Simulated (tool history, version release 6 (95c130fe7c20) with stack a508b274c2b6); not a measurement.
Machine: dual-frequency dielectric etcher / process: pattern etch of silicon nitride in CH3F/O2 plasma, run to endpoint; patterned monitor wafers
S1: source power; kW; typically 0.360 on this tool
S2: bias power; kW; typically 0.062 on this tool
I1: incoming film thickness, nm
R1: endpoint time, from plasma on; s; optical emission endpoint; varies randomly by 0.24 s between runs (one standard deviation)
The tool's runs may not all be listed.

run	hour	S1	S2	I1	R1
1	0.0	0.310	0.062	65.7	78.9
2	11.2	0.360	0.062	64.5	72.0
3	25.9	0.360	0.062	65.2	73.3
4	34.2	0.360	0.065	65.9	72.9
5	40.4	0.360	0.065	65.8	72.3
6	47.1	0.360	0.065	65.9	72.8
7	56.5	0.360	0.062	65.4	73.5
# hour 66.8: source power generator calibrated
8	67.3	0.360	0.062	64.7	73.3
# hour 105.9: upper electrode replaced
# hour 106.5: bias power generator calibrated
# hour 112.3: wet clean of the chamber
9	112.8	0.360	0.062	65.3	73.7
10	113.2	0.360	0.062	65.5	73.8
11	136.6	0.310	0.062	65.2	78.0
12	148.5	0.390	0.054	65.3	75.7
13	160.9	0.410	0.062	65.2	69.6
14	170.8	0.310	0.068	65.7	75.4
15	179.3	0.360	0.053	66.2	79.7
16	195.2	0.340	0.056	65.4	78.7
17	207.5	0.420	0.077	65.8	63.4
18	218.5	0.400	0.062	65.8	71.4

Branching from run 18: 4 alternative next runs. What would each branch give?
A	219.0	0.360	0.062	64.7	?
B	219.0	0.440	0.062	64.7	?
C	219.0	0.450	0.047	64.7	?
D	219.0	0.440	0.056	64.7	?

run	R1
A	72.6
B	66.9
C	74.4
D	69.8
Had the tool no hidden state, the same runs would have come out as:
run	R1
A	72.6
B	66.9
C	74.4
D	69.8
